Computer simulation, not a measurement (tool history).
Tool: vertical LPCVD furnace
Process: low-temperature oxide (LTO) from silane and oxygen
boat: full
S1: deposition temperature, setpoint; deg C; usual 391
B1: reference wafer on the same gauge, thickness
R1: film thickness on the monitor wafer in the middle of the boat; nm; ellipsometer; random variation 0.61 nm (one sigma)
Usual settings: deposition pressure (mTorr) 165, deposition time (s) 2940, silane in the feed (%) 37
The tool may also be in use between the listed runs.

run 1 day=0 | S1=391 deposition_pressure_(mTorr)=165 deposition_time_(s)=2940 silane_in_the_feed_(%)=37 | B1=275.98 | R1=282.88
run 2 day=2.442 | S1=398 deposition_pressure_(mTorr)=165 deposition_time_(s)=2940 silane_in_the_feed_(%)=37 | B1=276.1 | R1=307.27
run 3 day=4.138 | S1=398 deposition_pressure_(mTorr)=165 deposition_time_(s)=2940 silane_in_the_feed_(%)=37 | B1=275.94 | R1=306.76
run 4 day=5.95 | S1=391 deposition_pressure_(mTorr)=165 deposition_time_(s)=2940 silane_in_the_feed_(%)=37 | B1=275.95 | R1=282.78
run 5 day=8.829 | S1=391 deposition_pressure_(mTorr)=165 deposition_time_(s)=2940 silane_in_the_feed_(%)=37 | B1=276.02 | R1=282.32
run 6 day=15.35 | S1=391 deposition_pressure_(mTorr)=165 deposition_time_(s)=2940 silane_in_the_feed_(%)=37 | B1=276.03 | R1=283
run 7 day=17.333 | S1=391 deposition_pressure_(mTorr)=165 deposition_time_(s)=2940 silane_in_the_feed_(%)=37 | B1=276.05 | R1=282.95
run 8 day=19.858 | S1=391 deposition_pressure_(mTorr)=165 deposition_time_(s)=2940 silane_in_the_feed_(%)=37 | B1=275.96 | R1=283.91
run 9 day=21.471 | S1=391 deposition_pressure_(mTorr)=165 deposition_time_(s)=2940 silane_in_the_feed_(%)=37 | B1=276 | R1=283.42
run 10 day=23.079 | S1=391 deposition_pressure_(mTorr)=165 deposition_time_(s)=2940 silane_in_the_feed_(%)=37 | B1=276.01 | R1=282.01
run 11 day=24.796 | S1=391 deposition_pressure_(mTorr)=165 deposition_time_(s)=2940 silane_in_the_feed_(%)=35 | B1=275.89 | R1=263.25
-- day=25.833 gauge calibrated
run 12 day=26.925 | S1=385 deposition_pressure_(mTorr)=165 deposition_time_(s)=2250 silane_in_the_feed_(%)=37 | B1=276.1 | R1=202.73
-- day=28.429 silane flow controller replaced
run 13 day=29.854 | S1=385 deposition_pressure_(mTorr)=165 deposition_time_(s)=2250 silane_in_the_feed_(%)=37 | B1=276.07 | R1=201.92
run 14 day=31.738 | S1=391 deposition_pressure_(mTorr)=165 deposition_time_(s)=2940 silane_in_the_feed_(%)=37 | B1=276.02 | R1=282.58
run 15 day=34.721 | S1=391 deposition_pressure_(mTorr)=155 deposition_time_(s)=2940 silane_in_the_feed_(%)=37 | B1=275.99 | R1=266.07
run 16 day=37.4 | S1=391 deposition_pressure_(mTorr)=165 deposition_time_(s)=2940 silane_in_the_feed_(%)=37 | B1=275.96 | R1=284.07
-- day=39.033 thermocouples replaced and temperature profile calibrated
run 17 day=39.183 | S1=391 deposition_pressure_(mTorr)=175 deposition_time_(s)=2940 silane_in_the_feed_(%)=37 | B1=275.99 | R1=296.06
run 18 day=47.988 | S1=391 deposition_pressure_(mTorr)=165 deposition_time_(s)=2940 silane_in_the_feed_(%)=37 | B1=276.05 | R1=277.63
run 19 day=50.433 | S1=391 deposition_pressure_(mTorr)=165 deposition_time_(s)=2940 silane_in_the_feed_(%)=37 | B1=275.95 | R1=276.61
run 20 day=52.912 | S1=391 deposition_pressure_(mTorr)=165 deposition_time_(s)=3270 silane_in_the_feed_(%)=39 | B1=276.02 | R1=329.74
run 21 day=57.808 | S1=391 deposition_pressure_(mTorr)=165 deposition_time_(s)=2580 silane_in_the_feed_(%)=31 | B1=276 | R1=190.84
run 22 day=59.946 | S1=391 deposition_pressure_(mTorr)=165 deposition_time_(s)=1890 silane_in_the_feed_(%)=40 | B1=275.96 | R1=197.62
-- day=63.096 gauge calibrated
-- day=63.583 pressure gauge zeroed
run 23 day=66.971 | S1=391 deposition_pressure_(mTorr)=165 deposition_time_(s)=2370 silane_in_the_feed_(%)=37 | B1=276 | R1=230.47
run 24 day=68.762 | S1=391 deposition_pressure_(mTorr)=165 deposition_time_(s)=2940 silane_in_the_feed_(%)=37 | B1=275.98 | R1=286.92
run 25 day=71.675 | S1=387 deposition_pressure_(mTorr)=165 deposition_time_(s)=2940 silane_in_the_feed_(%)=30 | B1=275.95 | R1=203.31

Run 26 comes next. What will it give?
run 26 day=74.475 | S1=391 deposition_pressure_(mTorr)=165 deposition_time_(s)=2940 silane_in_the_feed_(%)=37 | B1=? | R1=?

Run 26 gave B1 275.96, R1 286.38 nm.
Without the tool's hidden state the same run would have given R1 285.22 nm.

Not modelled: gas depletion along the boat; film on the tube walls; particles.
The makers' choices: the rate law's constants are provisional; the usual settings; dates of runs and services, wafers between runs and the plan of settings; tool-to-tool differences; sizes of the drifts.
